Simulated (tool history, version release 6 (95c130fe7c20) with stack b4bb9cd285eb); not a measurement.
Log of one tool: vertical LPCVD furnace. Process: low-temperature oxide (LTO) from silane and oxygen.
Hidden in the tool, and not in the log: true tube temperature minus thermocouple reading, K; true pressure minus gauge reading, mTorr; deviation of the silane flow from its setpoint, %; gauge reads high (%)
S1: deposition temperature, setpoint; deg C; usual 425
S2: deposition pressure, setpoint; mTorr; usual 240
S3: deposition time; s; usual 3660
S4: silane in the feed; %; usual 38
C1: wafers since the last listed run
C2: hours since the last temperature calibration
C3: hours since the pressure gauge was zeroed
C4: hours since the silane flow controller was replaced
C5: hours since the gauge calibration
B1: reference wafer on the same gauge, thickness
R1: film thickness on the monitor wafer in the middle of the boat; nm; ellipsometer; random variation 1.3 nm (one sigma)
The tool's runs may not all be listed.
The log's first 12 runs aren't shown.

run   hour   S1   S2    S3  S4   C1      C2      C3      C4     C5      B1       R1
 13  171.1  425  240  3660  38  172  2136.2  3119.1  6619.1   93.7  639.03   771.82
 14  183.0  436  240  3660  38  131  2148.1  3131.0  6631.0  105.6  639.08   860.62
 15  203.1  425  240  3660  38  222  2168.2  3151.1  6651.1  125.7  639.47   771.38
     246.2  -- thermocouples replaced and temperature profile calibrated
     267.6  -- pressure gauge zeroed
 16  268.1  419  285  2640  38  216    21.9     0.5  6716.1  190.7  639.27   629.58
 17  273.0  435  215  3660  38   54    26.8     5.4  6721.0  195.6  639.10   788.50
 18  277.8  430  240  3660  38   53    31.6    10.2  6725.8  200.4  638.93   832.68
 19  282.6  433  240  2820  38   53    36.4    15.0  6730.6  205.2  639.13   660.29
 20  287.4  425  260  3090  38   53    41.2    19.8  6735.4  210.0  638.86   721.03
 21  292.2  425  240  3660  38   53    46.0    24.6  6740.2  214.8  638.65   793.96
 22  301.4  417  240  3660  38  101    55.2    33.8  6749.4  224.0  638.90   730.74
     326.2  -- silane flow controller replaced
     335.8  -- pressure gauge zeroed, repeated, since the last time left the tool worse
 23  336.3  432  240  3660  36   15    90.1     0.5    10.1  258.9  639.08   745.94
 24  341.1  432  285  4260  38   53    94.9     5.3    14.9  263.7  638.45  1101.85
 25  350.0  425  240  3210  38   98   103.8    14.2    23.8  272.6  638.66   650.43
 26  358.0  433  255  3120  38   88   111.8    22.2    31.8  280.6  639.02   729.13
 27  371.2  425  270  3660  31  146   125.0    35.4    45.0  293.8  638.97   643.14
     379.1  -- gauge calibrated
 28  388.2  425  240  4800  36  188   142.0    52.4    62.0    9.1  639.10   911.66
 29  400.5  425  240  3000  38  136   154.3    64.7    74.3   21.4  638.82   609.44
 30  412.3  416  240  3660  38  130   166.1    76.5    86.1   33.2  639.09   677.25

The next listed run, before its measurement:
 31  426.0  415  240  4350  32  151  179.8  90.2  99.8  46.9   ?   ?

B1: 639.61
R1: 638.19 nm
Without the tool's hidden state the same run would have given R1 638.56 nm.
